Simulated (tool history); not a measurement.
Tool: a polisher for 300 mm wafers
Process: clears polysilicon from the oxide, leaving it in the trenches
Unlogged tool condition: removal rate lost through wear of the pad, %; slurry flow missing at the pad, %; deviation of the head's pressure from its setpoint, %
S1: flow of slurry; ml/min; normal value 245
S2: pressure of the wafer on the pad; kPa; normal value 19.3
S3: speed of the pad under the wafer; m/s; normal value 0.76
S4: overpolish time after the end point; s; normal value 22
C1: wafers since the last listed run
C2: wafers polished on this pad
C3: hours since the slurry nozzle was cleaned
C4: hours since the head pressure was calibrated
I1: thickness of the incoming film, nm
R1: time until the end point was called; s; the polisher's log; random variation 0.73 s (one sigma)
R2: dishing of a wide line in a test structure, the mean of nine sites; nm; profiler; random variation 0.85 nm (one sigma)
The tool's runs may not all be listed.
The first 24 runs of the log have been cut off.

run	hour	S1	S2	S3	S4	C1	C2	C3	C4	I1	R1	R2
25	1993.1	305	19.3	0.56	22	796	1348	365.0	111.8	455.7	64.2	64.0
26	2056.9	245	16.5	0.76	12	576	1924	428.8	175.6	458.9	58.9	54.3
27	2125.8	245	19.3	0.76	22	622	2547	497.7	244.5	457.6	50.8	69.7
28	2208.4	245	22.1	0.76	22	746	3293	580.3	327.1	464.6	43.6	71.7
29	2315.6	185	17.2	0.76	34	968	4262	687.5	434.3	455.0	59.8	72.1
# hour 2326.0: worn pad replaced by a new one
# hour 2364.4: slurry nozzle cleaned
30	2401.5	245	19.3	0.76	22	730	672	37.1	520.2	463.1	42.8	70.2
31	2447.3	245	15.2	0.88	13	413	1086	82.9	566.0	468.2	50.4	61.2
32	2532.6	245	19.3	0.76	22	770	1857	168.2	651.3	455.2	43.5	70.8

Predict each of these 5 candidate next runs independently; none follows another, all start after run 32:
A	2533.0	245	19.3	0.76	22	3	1860	168.6	651.7	454.1	?	?
B	2533.0	245	19.3	0.88	22	3	1860	168.6	651.7	454.1	?	?
C	2533.0	185	19.3	0.76	29	3	1860	168.6	651.7	454.1	?	?
D	2533.0	245	21.4	0.76	14	3	1860	168.6	651.7	454.1	?	?
E	2533.0	245	19.3	0.76	12	3	1860	168.6	651.7	454.1	?	?

run	R1	R2
A	43.9	70.8
B	37.9	71.9
C	46.4	72.3
D	39.7	66.4
E	43.9	61.6
Without the tool's unlogged condition, the same runs would have read:
run	R1	R2
A	46.9	70.2
B	40.5	71.5
C	48.8	72.0
D	42.3	65.3
E	46.9	60.1

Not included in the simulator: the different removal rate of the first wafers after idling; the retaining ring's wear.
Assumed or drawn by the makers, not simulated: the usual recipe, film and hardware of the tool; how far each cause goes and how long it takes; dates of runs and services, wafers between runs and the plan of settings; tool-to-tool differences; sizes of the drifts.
